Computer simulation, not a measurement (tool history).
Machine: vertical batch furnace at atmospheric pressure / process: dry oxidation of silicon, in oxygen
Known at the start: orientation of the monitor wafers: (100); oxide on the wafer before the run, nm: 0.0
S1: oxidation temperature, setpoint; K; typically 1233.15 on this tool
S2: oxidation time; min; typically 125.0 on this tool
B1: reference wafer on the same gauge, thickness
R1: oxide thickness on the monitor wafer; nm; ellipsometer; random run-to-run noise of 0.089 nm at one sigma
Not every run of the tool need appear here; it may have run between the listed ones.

run,hour,S1,S2,B1,R1
1,0.0,1233.15,125.0,64.80,57.79
2,35.5,1233.15,125.0,64.77,58.04
3,53.7,1233.15,125.0,64.82,57.71
4,73.2,1233.15,125.0,64.84,57.83
5,93.5,1233.15,125.0,64.78,57.84
6,125.4,1233.15,125.0,64.82,57.76
7,156.8,1233.15,125.0,64.80,58.02
8,178.6,1233.15,125.0,64.83,57.94
9,199.0,1233.15,125.0,64.74,58.02
10,218.0,1233.15,125.0,64.80,58.07
# hour 230.2: gauge calibrated
11,242.1,1233.15,125.0,64.80,58.02
12,259.9,1233.15,125.0,64.85,58.13
13,287.9,1233.15,125.0,64.80,58.08
14,316.9,1233.15,125.0,64.80,58.07
# hour 346.7: boat lift adjusted
15,347.2,1233.15,125.0,64.82,60.11
# hour 376.8: thermocouples replaced and temperature profile calibrated
16,427.7,1251.15,153.5,64.80,78.52
17,449.3,1233.15,125.0,64.80,58.89
18,482.9,1209.15,75.5,64.76,32.36
19,500.9,1233.15,125.0,64.78,58.91
20,520.3,1221.15,125.0,64.79,52.15
21,534.7,1233.15,125.0,64.79,58.79
22,568.6,1211.15,168.5,64.80,58.47
23,600.4,1213.15,125.0,64.80,47.95
24,614.2,1233.15,125.0,64.80,58.76
25,672.8,1256.15,86.0,64.78,54.31
26,694.1,1212.15,67.5,64.83,30.80
# hour 704.6: gauge calibrated
27,708.9,1222.15,84.0,64.79,39.78
28,731.8,1221.15,168.0,64.82,64.57
29,757.4,1210.15,125.0,64.77,46.20

Forecast each of these 3 alternatives for the next run:
A,762.7,1233.15,125.0,?,?
B,762.7,1217.15,86.0,?,?
C,762.7,1217.15,105.5,?,?

run,B1,R1
A,64.80,58.44
B,64.80,38.18
C,64.80,44.06
With the hidden condition removed and each run's random variation left untouched, the same runs would have given:
run,R1
A,58.97
B,38.60
C,44.55
